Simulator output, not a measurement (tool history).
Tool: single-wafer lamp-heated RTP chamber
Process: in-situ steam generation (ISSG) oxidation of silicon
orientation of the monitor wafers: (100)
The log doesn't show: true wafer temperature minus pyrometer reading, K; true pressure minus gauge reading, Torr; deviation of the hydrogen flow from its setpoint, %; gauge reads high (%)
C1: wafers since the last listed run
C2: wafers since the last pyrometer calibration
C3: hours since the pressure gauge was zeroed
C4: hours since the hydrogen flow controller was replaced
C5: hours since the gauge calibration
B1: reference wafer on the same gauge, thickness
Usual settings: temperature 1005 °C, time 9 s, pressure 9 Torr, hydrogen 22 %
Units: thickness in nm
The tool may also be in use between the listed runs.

run 1 hour=0 | temperature=1005 time=9 pressure=9 hydrogen=22 | C1=0 C2=403 C3=1527 C4=2745.6 C5=215.1 | B1=4.467 | thickness=3.929
run 2 hour=13.3 | temperature=1005 time=9 pressure=9 hydrogen=22 | C1=96 C2=499 C3=1540.3 C4=2758.9 C5=228.4 | B1=4.472 | thickness=4.026
run 3 hour=39.4 | temperature=1005 time=9 pressure=9 hydrogen=22 | C1=189 C2=688 C3=1566.4 C4=2785 C5=254.5 | B1=4.467 | thickness=3.989
run 4 hour=71.4 | temperature=1005 time=9 pressure=9.3 hydrogen=22 | C1=231 C2=920 C3=1598.4 C4=2817 C5=286.5 | B1=4.475 | thickness=3.96
run 5 hour=96.8 | temperature=1005 time=9 pressure=9.3 hydrogen=22 | C1=184 C2=1105 C3=1623.8 C4=2842.4 C5=311.9 | B1=4.47 | thickness=3.965
-- hour=105.6 hydrogen flow controller replaced
run 6 hour=109.2 | temperature=1005 time=9 pressure=9.3 hydrogen=22 | C1=31 C2=1136 C3=1636.2 C4=3.6 C5=324.3 | B1=4.471 | thickness=4.001
run 7 hour=137.4 | temperature=1023 time=9 pressure=8.2 hydrogen=12 | C1=204 C2=1341 C3=1664.4 C4=31.8 C5=352.5 | B1=4.464 | thickness=3.705
run 8 hour=157.3 | temperature=1005 time=9 pressure=10.1 hydrogen=22 | C1=144 C2=1485 C3=1684.3 C4=51.7 C5=372.4 | B1=4.475 | thickness=3.968
run 9 hour=178.4 | temperature=991 time=12 pressure=10 hydrogen=22 | C1=152 C2=1638 C3=1705.4 C4=72.8 C5=393.5 | B1=4.468 | thickness=4.293
run 10 hour=212.6 | temperature=1005 time=9 pressure=8.3 hydrogen=22 | C1=247 C2=1886 C3=1739.6 C4=107 C5=427.7 | B1=4.469 | thickness=4.074
run 11 hour=225.3 | temperature=1005 time=9 pressure=9 hydrogen=22 | C1=92 C2=1978 C3=1752.3 C4=119.7 C5=440.4 | B1=4.475 | thickness=4.002
run 12 hour=242.4 | temperature=1005 time=11 pressure=8.3 hydrogen=31 | C1=123 C2=2102 C3=1769.4 C4=136.8 C5=457.5 | B1=4.47 | thickness=4.871
run 13 hour=272.6 | temperature=1005 time=9 pressure=9 hydrogen=22 | C1=218 C2=2321 C3=1799.6 C4=167 C5=487.7 | B1=4.467 | thickness=4.038
-- hour=294.9 pyrometer window cleaned and pyrometer calibrated
run 14 hour=295.4 | temperature=1022 time=8 pressure=7.7 hydrogen=26 | C1=107 C2=3 C3=1822.4 C4=189.8 C5=510.5 | B1=4.477 | thickness=4.172
run 15 hour=319.3 | temperature=1005 time=9 pressure=7.7 hydrogen=26 | C1=173 C2=177 C3=1846.3 C4=213.7 C5=534.4 | B1=4.464 | thickness=4.13
run 16 hour=354.2 | temperature=1005 time=9 pressure=9 hydrogen=22 | C1=253 C2=430 C3=1881.2 C4=248.6 C5=569.3 | B1=4.475 | thickness=3.958
run 17 hour=370.5 | temperature=1005 time=6 pressure=9 hydrogen=27 | C1=118 C2=548 C3=1897.5 C4=264.9 C5=585.6 | B1=4.473 | thickness=3.546
run 18 hour=404.7 | temperature=1005 time=6 pressure=9.9 hydrogen=15 | C1=247 C2=796 C3=1931.7 C4=299.1 C5=619.8 | B1=4.471 | thickness=3.002
run 19 hour=439.8 | temperature=1005 time=9 pressure=9 hydrogen=22 | C1=254 C2=1050 C3=1966.8 C4=334.2 C5=654.9 | B1=4.472 | thickness=4.011
-- hour=470.7 pressure gauge zeroed
run 20 hour=471.2 | temperature=1005 time=8 pressure=7.7 hydrogen=22 | C1=169 C2=1220 C3=0.5 C4=365.6 C5=686.3 | B1=4.47 | thickness=3.844
-- hour=491.9 gauge calibrated
run 21 hour=502.1 | temperature=1005 time=9 pressure=7.8 hydrogen=17 | C1=224 C2=1444 C3=31.4 C4=396.5 C5=10.2 | B1=4.474 | thickness=3.84
run 22 hour=516.1 | temperature=1005 time=7 pressure=10.2 hydrogen=16 | C1=101 C2=1545 C3=45.4 C4=410.5 C5=24.2 | B1=4.463 | thickness=3.282
run 23 hour=542.9 | temperature=1025 time=9 pressure=8.4 hydrogen=12 | C1=194 C2=1740 C3=72.2 C4=437.3 C5=51 | B1=4.468 | thickness=3.751
run 24 hour=555.7 | temperature=1005 time=11 pressure=9 hydrogen=22 | C1=92 C2=1832 C3=85 C4=450.1 C5=63.8 | B1=4.476 | thickness=4.392
-- hour=585.4 pyrometer window cleaned and pyrometer calibrated
run 25 hour=586.6 | temperature=1005 time=9 pressure=9 hydrogen=22 | C1=166 C2=8 C3=115.9 C4=481 C5=94.7 | B1=4.474 | thickness=3.922
run 26 hour=617.3 | temperature=1023 time=11 pressure=9 hydrogen=28 | C1=222 C2=231 C3=146.6 C4=511.7 C5=125.4 | B1=4.474 | thickness=4.885
run 27 hour=645 | temperature=1015 time=9 pressure=9 hydrogen=22 | C1=200 C2=432 C3=174.3 C4=539.4 C5=153.1 | B1=4.466 | thickness=4.112
run 28 hour=677.6 | temperature=1017 time=9 pressure=9 hydrogen=29 | C1=236 C2=668 C3=206.9 C4=572 C5=185.7 | B1=4.466 | thickness=4.475
run 29 hour=705.5 | temperature=992 time=9 pressure=9 hydrogen=22 | C1=202 C2=870 C3=234.8 C4=599.9 C5=213.6 | B1=4.47 | thickness=3.793
run 30 hour=732.2 | temperature=1000 time=9 pressure=8 hydrogen=22 | C1=193 C2=1064 C3=261.5 C4=626.6 C5=240.3 | B1=4.464 | thickness=3.958

5 ways to go on from here, each from the tool as it stands after run 30. What would each give?
run A hour=732.7 | temperature=1005 time=9 pressure=9 hydrogen=22 | C1=3 C2=1067 C3=262 C4=627.1 C5=240.8 | B1=? | thickness=?
run B hour=732.7 | temperature=1005 time=9 pressure=9 hydrogen=12 | C1=3 C2=1067 C3=262 C4=627.1 C5=240.8 | B1=? | thickness=?
run C hour=732.7 | temperature=1005 time=9 pressure=9.7 hydrogen=17 | C1=3 C2=1067 C3=262 C4=627.1 C5=240.8 | B1=? | thickness=?
run D hour=732.7 | temperature=1000 time=9 pressure=10.2 hydrogen=22 | C1=3 C2=1067 C3=262 C4=627.1 C5=240.8 | B1=? | thickness=?
run E hour=732.7 | temperature=1005 time=10 pressure=9.9 hydrogen=22 | C1=3 C2=1067 C3=262 C4=627.1 C5=240.8 | B1=? | thickness=?

run=A B1=4.471 thickness=3.975
run=B B1=4.471 thickness=3.436
run=C B1=4.471 thickness=3.694
run=D B1=4.471 thickness=3.822
run=E B1=4.471 thickness=4.096
Without the tool's hidden state the same runs would have given:
run=A thickness=3.874
run=B thickness=3.348
run=C thickness=3.599
run=D thickness=3.728
run=E thickness=3.987

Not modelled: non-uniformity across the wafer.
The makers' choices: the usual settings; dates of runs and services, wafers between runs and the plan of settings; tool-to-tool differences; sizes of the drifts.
